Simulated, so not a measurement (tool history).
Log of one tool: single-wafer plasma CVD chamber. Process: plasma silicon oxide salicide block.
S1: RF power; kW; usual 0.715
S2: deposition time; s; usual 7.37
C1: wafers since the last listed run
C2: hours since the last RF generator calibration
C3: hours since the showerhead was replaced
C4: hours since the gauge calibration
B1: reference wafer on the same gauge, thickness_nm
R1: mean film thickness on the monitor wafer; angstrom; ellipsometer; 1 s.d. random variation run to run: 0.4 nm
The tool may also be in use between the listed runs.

run    hour     S1    S2    C1      C2      C3     C4      B1       R1
  1       0  0.775  7.37     0   969.1  6403.8   81.7  87.809      930
  2    33.2  0.775  7.37   641  1002.3    6437  114.9  87.862   924.19
  3    46.5  0.715  6.99   257  1015.6  6450.3  128.2  87.827   847.98
  4    75.9  0.715  6.99   568    1045  6479.7  157.6  87.735   841.36
  5     103  0.715  7.37   523  1072.1  6506.8  184.7  87.739   896.08
  6   125.9  0.715  7.37   442    1095  6529.7  207.6  87.755    902.5
  7   143.2  0.615  8.29   334  1112.3    6547  224.9  87.891   944.71
  8     169  0.615  8.29   498  1138.1  6572.8  250.7  87.649   943.86
  9   201.6  0.615  8.29   629  1170.7  6605.4  283.3  87.694   956.24
 10   217.8  0.715  7.37   313  1186.9  6621.6  299.5  87.893   895.75
 11   241.3  0.715  7.37   454  1210.4  6645.1    323   87.84   888.53
 12   257.9  0.715  7.37   320    1227  6661.7  339.6  87.892   891.12
 13   280.3  0.715  7.37   432  1249.4  6684.1    362  87.706   890.57
 14   304.1  0.715  7.37   459  1273.2  6707.9  385.8  87.715   889.43
 15   338.9  0.715  7.37   672    1308  6742.7  420.6  87.734   891.04
 16     372  0.715  7.37   639  1341.1  6775.8  453.7  87.803   893.93
 17   400.4  0.715  7.37   548  1369.5  6804.2  482.1  87.719   893.43
 18   413.3  0.715  7.37   249  1382.4  6817.1    495  87.872   885.72
 19   436.8  0.715  7.37   454  1405.9  6840.6  518.5  87.735   887.35
 20   462.3  0.715  7.37   492  1431.4  6866.1    544  87.883   884.17
 21   532.8  0.715  7.37  1362  1501.9  6936.6  614.5  87.893   884.02
 22     547  0.795  6.84   274  1516.1  6950.8  628.7  87.897   856.92
 23   602.7  0.715  8.18  1076  1571.8  7006.5  684.4  87.859   979.66
 24   624.7  0.715  7.37   425  1593.8  7028.5  706.4  87.642   879.66
 25     642  0.715  7.37   334  1611.1  7045.8  723.7  87.771   877.02
 26   655.1   0.79  8.15   253  1624.2  7058.9  736.8  87.722  1011.98
      728.4  -- showerhead replaced
 27   744.4  0.715  6.78  1571  1713.5      16  826.1  87.838   805.19
 28   769.6   0.65  7.37   486  1738.7    41.2  851.3  87.848    846.1
      797.8  -- gauge calibrated
 29   838.1  0.715  7.37  1323  1807.2   109.7   40.3   87.85   880.53
 30   864.6  0.715  8.71   512  1833.7   136.2   66.8  87.763  1025.78
      884.3  -- RF generator calibrated
 31   886.9  0.715  7.37   276     2.6   158.5   89.1  87.687   900.55
 32   912.3  0.655  6.47   490      28   183.9  114.5  87.833   762.77
 33   944.5   0.79  8.83   622    60.2   216.1  146.7  87.807  1114.77
 34     968  0.715  7.37   454    83.7   239.6  170.2  87.857   906.16
 35   985.6   0.62  6.48   340   101.3   257.2  187.8  87.928   750.39
 36   998.2  0.715  8.07   243   113.9   269.8  200.4   87.69    990.6
 37  1017.8   0.85  8.12   378   133.5   289.4    220  87.787  1066.11
 38  1040.2  0.715  7.37   432   155.9   311.8  242.4  87.777   893.26
 39  1059.2   0.79  8.83   367   174.9   330.8  261.4  87.837  1134.13
 40    1090    0.8  7.37   595   205.7   361.6  292.2  87.791   939.42
 41  1113.1   0.75  6.08   446   228.8   384.7  315.3  87.923   762.85
 42  1125.8  0.575  5.94   245   241.5   397.4    328  87.736   664.23
 43  1144.3  0.715  7.37   357     260   415.9  346.5  87.866   895.05

Selected run-to-run steps in R1, each split into two signed amounts: the part the tool would show with no hidden state at all (from settings, incoming material and random variation), and the remainder, which goes to the hidden state together with any gauge scatter not common to the measured and the hidden-state-free results:
Hidden state present: delivered RF power above the setpoint (%); gauge reads high (%).
Run 22 -> 23: S1 0.795 -> 0.715, S2 6.84 -> 8.18. R1 +122.74 angstrom: hidden state -5.37, all else +128.11.
Run 29 -> 30: S2 7.37 -> 8.71. R1 +145.25 angstrom: hidden state -6.94, all else +152.19.
Run 30 -> 31: S2 8.71 -> 7.37, RF generator calibrated. R1 -125.23 angstrom: hidden state +34.54, all else -159.77.
Run 32 -> 33: S1 0.655 -> 0.79, S2 6.47 -> 8.83. R1 +352 angstrom: hidden state -2.73, all else +354.73.
Run 35 -> 36: S1 0.62 -> 0.715, S2 6.48 -> 8.07. R1 +240.21 angstrom: hidden state -1.9, all else +242.11.
Run 38 -> 39: S1 0.715 -> 0.79, S2 7.37 -> 8.83. R1 +240.87 angstrom: hidden state -1.98, all else +242.85.
